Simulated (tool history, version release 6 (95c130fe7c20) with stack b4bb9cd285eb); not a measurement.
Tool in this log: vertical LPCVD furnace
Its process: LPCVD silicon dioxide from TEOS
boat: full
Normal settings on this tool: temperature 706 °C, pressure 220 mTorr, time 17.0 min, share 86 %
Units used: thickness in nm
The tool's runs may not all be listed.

run    hour  temperature  pressure  time  share  read-back reference wafer on the same gauge, thickness  thickness
  1     0.0          706       220  17.0     86                                                  118.05     127.04
  2    28.3          706       220  17.0     86                                                  117.97     126.35
  3    80.8          706       220  17.0     86                                                  118.06     127.06
  4   148.1          710       220  17.0     86                                                  117.99     139.78
  5   286.9          710       220  17.0     86                                                  117.95     139.18
  6   345.8          706       220  17.0     86                                                  118.10     127.13
  7   462.1          706       220  17.0     86                                                  118.12     127.46
  8   490.3          706       220  17.0     86                                                  118.08     127.57
  9   515.8          706       245  17.0     86                                                  117.94     135.16
 10   580.6          706       240  17.0     86                                                  117.97     133.40
 11   642.4          706       240  17.0     86                                                  117.96     133.54
      669.0  -- thermocouples replaced and temperature profile calibrated
 12   693.2          706       220  15.5     86                                                  118.03     114.17
 13   729.3          706       220  15.5     86                                                  117.95     114.00
 14   789.1          706       220  15.5     86                                                  118.00     114.12
 15   813.8          706       220  17.0     86                                                  117.98     125.49
      861.2  -- gauge calibrated
 16   870.9          706       220  22.0     86                                                  118.06     162.49
 17   898.1          714       190  17.0     86                                                  117.96     139.37
     1095.3  -- pressure gauge zeroed
 18  1113.7          706       220  17.0     86                                                  118.02     127.93
 19  1148.4          703       180  17.0     79                                                  118.10     103.55
 20  1195.2          700       185  14.0     97                                                  117.99      89.50
 21  1258.3          706       220  13.5     86                                                  118.02     102.11
 22  1293.2          706       220  17.0     86                                                  118.06     128.14
 23  1340.9          713       265  17.0     86                                                  118.05     165.46
 24  1401.1          710       200  17.0     86                                                  118.01     134.27
     1472.3  -- TEOS flow controller replaced
 25  1472.8          706       220  13.5     86                                                  118.17     101.69
 26  1655.6          706       220  17.0     86                                                  117.99     128.57
 27  1688.0          706       220  22.5     86                                                  117.90     170.09
 28  1734.6          716       170  23.0     97                                                  118.03     203.99
 29  1827.4          706       245  17.0     86                                                  117.92     135.71
 30  1888.5          706       220  17.0     86                                                  117.97     128.02

Below, some changes in thickness between adjacent runs. For each, the amount present without the hidden state too (settings, incoming material, random variation) and the amount remaining for the hidden state with gauge scatter not shared by both compared results:
The tool's hidden condition here consists of: true tube temperature minus thermocouple reading, K; true pressure minus gauge reading, mTorr; deviation of the TEOS flow from its setpoint, %; gauge reads high (%).
Run 11 -> 12: pressure 240 -> 220, time 17.0 -> 15.5, thermocouples replaced and temperature profile calibrated. thickness -19.37 nm: hidden state -2.37, all else -17.00.
Run 15 -> 16: time 17.0 -> 22.0, gauge calibrated. thickness +37.00 nm: hidden state -0.82, all else +37.82.
Run 17 -> 18: temperature 714 -> 706, pressure 190 -> 220, pressure gauge zeroed. thickness -11.44 nm: hidden state +3.98, all else -15.42.
Run 22 -> 23: temperature 706 -> 713, pressure 220 -> 265. thickness +37.32 nm: hidden state +0.11, all else +37.21.
Run 26 -> 27: time 17.0 -> 22.5. thickness +41.52 nm: hidden state +0.19, all else +41.33.
Run 28 -> 29: temperature 716 -> 706, pressure 170 -> 245, time 23.0 -> 17.0, share 97 -> 86. thickness -68.28 nm: hidden state -0.13, all else -68.15.
